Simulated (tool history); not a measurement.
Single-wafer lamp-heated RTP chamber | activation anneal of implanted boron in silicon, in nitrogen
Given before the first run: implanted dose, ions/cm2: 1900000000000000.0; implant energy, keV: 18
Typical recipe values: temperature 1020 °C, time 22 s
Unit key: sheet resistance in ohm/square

run	hour	temperature	time	wafers since the last listed run	wafers since the last pyrometer calibration	wafers since the reflector plate was cleaned	hours since the gauge calibration	read-back reference wafer on the same gauge, sheet resistance	sheet resistance
1	0.0	1041	16	0	3468	2381	279.1	68.67	63.34
# hour 58.6: pyrometer window cleaned and pyrometer calibrated
# hour 89.8: reflector plate cleaned
2	96.2	1041	16	1159	428	93	375.3	68.72	63.32
3	108.3	1020	22	174	603	268	387.4	68.74	66.86
4	121.3	1020	22	187	791	456	400.4	68.65	66.21
5	157.0	1020	22	516	1307	972	436.1	68.70	66.56
6	184.6	1020	22	399	1706	1371	463.7	68.72	65.91
7	219.6	1020	22	506	2212	1877	498.7	68.61	65.91
8	234.2	1020	22	211	2423	2088	513.3	68.67	65.98
9	263.8	1020	22	427	2851	2516	542.9	68.79	66.01
# hour 265.2: gauge calibrated
10	276.3	1020	22	180	3032	2697	11.1	68.76	65.73
11	308.6	1020	22	467	3499	3164	43.4	68.65	65.71
12	340.5	1020	22	461	3960	3625	75.3	68.61	65.37
# hour 355.6: reflector plate cleaned
13	360.4	1020	22	172	4132	69	95.2	68.72	66.70
# hour 369.9: pyrometer window cleaned and pyrometer calibrated
14	396.1	1020	22	400	379	469	130.9	68.67	66.63
15	414.0	1020	22	258	638	728	148.8	68.74	66.40
16	433.6	1047	22	283	921	1011	168.4	68.69	62.29
17	469.4	1020	22	517	1439	1529	204.2	68.80	66.76
18	502.7	1020	29	481	1920	2011	237.5	68.67	65.33
19	523.2	1020	22	296	2217	2307	258.0	68.80	66.31
20	538.4	1020	22	219	2437	2527	273.2	68.72	65.96
21	562.5	1030	22	348	2785	2875	297.3	68.71	63.88
# hour 585.6: reflector plate cleaned
22	586.9	1020	22	237	3022	18	321.7	68.67	66.41
# hour 653.6: pyrometer window cleaned and pyrometer calibrated
23	677.6	1041	16	1195	347	1214	412.4	68.73	63.17
24	723.3	1029	15	660	1008	1875	458.1	68.68	65.59
25	750.6	991	33	394	1402	2270	485.4	68.75	71.43
# hour 750.7: gauge calibrated
26	784.7	1020	34	493	1895	2763	34.0	68.68	63.85
# hour 813.3: reflector plate cleaned
27	813.8	1048	22	305	2201	7	63.1	68.64	62.42
28	837.2	1020	22	338	2539	345	86.5	68.67	66.58
29	865.2	1004	18	404	2944	750	114.5	68.77	71.23
30	879.8	1035	22	211	3155	961	129.1	68.69	64.18

The same runs without the tool's hidden state, with the same run-to-run variation:
The tool's hidden condition here consists of: true wafer temperature minus pyrometer reading, K; wafer temperature error from the tarnished reflector plate, K; gauge reads high (%).
run	sheet resistance
1	63.95
2	63.46
3	67.05
4	66.41
5	66.85
6	66.31
7	66.50
8	66.67
9	66.94
10	66.76
11	67.04
12	67.05
13	66.81
14	66.78
15	66.59
16	62.49
17	67.20
18	65.94
19	67.11
20	66.89
21	64.87
22	66.71
23	63.58
24	66.33
25	73.07
26	65.02
27	62.48
28	66.67
29	71.44
30	64.34
